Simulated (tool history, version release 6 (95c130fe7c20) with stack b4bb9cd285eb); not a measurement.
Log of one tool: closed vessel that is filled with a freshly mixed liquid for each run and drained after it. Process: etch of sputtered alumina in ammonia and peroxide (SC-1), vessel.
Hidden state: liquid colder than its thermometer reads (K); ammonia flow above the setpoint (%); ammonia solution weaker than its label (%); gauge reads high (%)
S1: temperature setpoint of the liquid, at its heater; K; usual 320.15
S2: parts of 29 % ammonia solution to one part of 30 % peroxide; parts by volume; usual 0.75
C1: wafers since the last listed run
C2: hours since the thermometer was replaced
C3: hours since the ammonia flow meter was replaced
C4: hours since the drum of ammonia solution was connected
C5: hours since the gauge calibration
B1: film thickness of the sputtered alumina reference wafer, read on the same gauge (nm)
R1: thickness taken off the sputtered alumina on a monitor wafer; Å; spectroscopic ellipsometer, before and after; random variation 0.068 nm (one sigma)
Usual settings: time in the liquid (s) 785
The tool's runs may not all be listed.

run 1 hour=0.0 | S1=320.15 S2=0.75 time_in_the_liquid_(s)=785 | C1=0 C2=1306.7 C3=470.6 C4=370.0 C5=511.8 | B1=49.99 | R1=277.1
run 2 hour=95.7 | S1=320.15 S2=0.75 time_in_the_liquid_(s)=785 | C1=6692 C2=1402.4 C3=566.3 C4=465.7 C5=607.5 | B1=50.00 | R1=276.3
run 3 hour=156.3 | S1=320.15 S2=0.75 time_in_the_liquid_(s)=665 | C1=4237 C2=1463.0 C3=626.9 C4=526.3 C5=668.1 | B1=50.00 | R1=234.6
run 4 hour=247.4 | S1=320.15 S2=0.75 time_in_the_liquid_(s)=665 | C1=6370 C2=1554.1 C3=718.0 C4=617.4 C5=759.2 | B1=50.01 | R1=233.8
run 5 hour=307.2 | S1=320.15 S2=0.75 time_in_the_liquid_(s)=785 | C1=4182 C2=1613.9 C3=777.8 C4=677.2 C5=819.0 | B1=50.01 | R1=276.3
run 6 hour=394.3 | S1=320.15 S2=0.75 time_in_the_liquid_(s)=785 | C1=6091 C2=1701.0 C3=864.9 C4=764.3 C5=906.1 | B1=50.02 | R1=276.1
-- hour=454.2 new drum of ammonia solution connected
run 7 hour=498.3 | S1=320.15 S2=0.75 time_in_the_liquid_(s)=785 | C1=7203 C2=1805.0 C3=968.9 C4=44.1 C5=1010.1 | B1=50.01 | R1=280.2
run 8 hour=581.6 | S1=325.15 S2=0.75 time_in_the_liquid_(s)=1040 | C1=5825 C2=1888.3 C3=1052.2 C4=127.4 C5=1093.4 | B1=50.01 | R1=490.3
run 9 hour=666.3 | S1=325.15 S2=0.75 time_in_the_liquid_(s)=1040 | C1=5923 C2=1973.0 C3=1136.9 C4=212.1 C5=1178.1 | B1=50.03 | R1=488.0
-- hour=686.6 thermometer replaced
run 10 hour=702.8 | S1=320.15 S2=0.75 time_in_the_liquid_(s)=785 | C1=2482 C2=16.2 C3=1173.4 C4=248.6 C5=1214.6 | B1=50.00 | R1=279.3
run 11 hour=740.5 | S1=323.65 S2=0.40 time_in_the_liquid_(s)=785 | C1=2636 C2=53.9 C3=1211.1 C4=286.3 C5=1252.3 | B1=49.99 | R1=320.4
run 12 hour=831.9 | S1=320.15 S2=0.95 time_in_the_liquid_(s)=635 | C1=6391 C2=145.3 C3=1302.5 C4=377.7 C5=1343.7 | B1=49.98 | R1=231.8
run 13 hour=939.0 | S1=328.65 S2=0.65 time_in_the_liquid_(s)=1060 | C1=7489 C2=252.4 C3=1409.6 C4=484.8 C5=1450.8 | B1=49.99 | R1=589.4
run 14 hour=1023.5 | S1=320.15 S2=0.75 time_in_the_liquid_(s)=785 | C1=5909 C2=336.9 C3=1494.1 C4=569.3 C5=1535.3 | B1=49.99 | R1=278.0
run 15 hour=1124.4 | S1=320.15 S2=0.75 time_in_the_liquid_(s)=1100 | C1=7056 C2=437.8 C3=1595.0 C4=670.2 C5=1636.2 | B1=49.99 | R1=390.3
-- hour=1147.2 new drum of ammonia solution connected
run 16 hour=1224.6 | S1=320.15 S2=0.45 time_in_the_liquid_(s)=990 | C1=6937 C2=538.0 C3=1695.2 C4=77.4 C5=1736.4 | B1=50.00 | R1=337.9
-- hour=1276.7 ammonia flow meter replaced
run 17 hour=1297.9 | S1=324.65 S2=1.05 time_in_the_liquid_(s)=785 | C1=5056 C2=611.3 C3=21.2 C4=150.7 C5=1809.7 | B1=50.00 | R1=368.6
-- hour=1303.8 gauge calibrated
run 18 hour=1387.5 | S1=312.65 S2=0.95 time_in_the_liquid_(s)=380 | C1=6266 C2=700.9 C3=110.8 C4=240.3 C5=83.7 | B1=50.01 | R1=89.1
run 19 hour=1465.5 | S1=320.15 S2=0.75 time_in_the_liquid_(s)=785 | C1=5454 C2=778.9 C3=188.8 C4=318.3 C5=161.7 | B1=50.01 | R1=277.0
run 20 hour=1567.9 | S1=320.15 S2=0.75 time_in_the_liquid_(s)=1065 | C1=7161 C2=881.3 C3=291.2 C4=420.7 C5=264.1 | B1=49.99 | R1=375.7
run 21 hour=1616.5 | S1=316.65 S2=0.50 time_in_the_liquid_(s)=1035 | C1=3398 C2=929.9 C3=339.8 C4=469.3 C5=312.7 | B1=49.99 | R1=288.7
run 22 hour=1668.5 | S1=313.65 S2=0.75 time_in_the_liquid_(s)=785 | C1=3636 C2=981.9 C3=391.8 C4=521.3 C5=364.7 | B1=49.99 | R1=190.9
run 23 hour=1721.8 | S1=320.15 S2=0.75 time_in_the_liquid_(s)=1090 | C1=3727 C2=1035.2 C3=445.1 C4=574.6 C5=418.0 | B1=50.03 | R1=383.5
run 24 hour=1767.4 | S1=320.15 S2=0.75 time_in_the_liquid_(s)=785 | C1=3188 C2=1080.8 C3=490.7 C4=620.2 C5=463.6 | B1=50.02 | R1=276.8
run 25 hour=1825.2 | S1=320.15 S2=0.55 time_in_the_liquid_(s)=785 | C1=4042 C2=1138.6 C3=548.5 C4=678.0 C5=521.4 | B1=50.03 | R1=268.9
-- hour=1851.7 new drum of ammonia solution connected
run 26 hour=1865.6 | S1=320.15 S2=0.50 time_in_the_liquid_(s)=785 | C1=2755 C2=1179.0 C3=588.9 C4=13.9 C5=561.8 | B1=50.01 | R1=268.7
run 27 hour=1915.2 | S1=320.15 S2=0.75 time_in_the_liquid_(s)=930 | C1=3468 C2=1228.6 C3=638.5 C4=63.5 C5=611.4 | B1=50.00 | R1=331.7
run 28 hour=1990.8 | S1=320.15 S2=0.75 time_in_the_liquid_(s)=550 | C1=5286 C2=1304.2 C3=714.1 C4=139.1 C5=687.0 | B1=50.00 | R1=196.5
run 29 hour=2086.4 | S1=320.15 S2=0.75 time_in_the_liquid_(s)=785 | C1=6685 C2=1399.8 C3=809.7 C4=234.7 C5=782.6 | B1=50.02 | R1=278.7

Forecast each of these 3 alternatives for the next run:
run A hour=2087.3 | S1=320.15 S2=0.75 time_in_the_liquid_(s)=785 | C1=62 C2=1400.7 C3=810.6 C4=235.6 C5=783.5 | B1=? | R1=?
run B hour=2087.3 | S1=320.15 S2=0.45 time_in_the_liquid_(s)=1040 | C1=62 C2=1400.7 C3=810.6 C4=235.6 C5=783.5 | B1=? | R1=?
run C hour=2087.3 | S1=313.65 S2=0.45 time_in_the_liquid_(s)=345 | C1=62 C2=1400.7 C3=810.6 C4=235.6 C5=783.5 | B1=? | R1=?

run=A B1=50.02 R1=278.2
run=B B1=50.02 R1=351.1
run=C B1=50.02 R1=80.1
Without the tool's hidden state the same runs would have given:
run=A R1=277.4
run=B R1=350.0
run=C R1=79.9
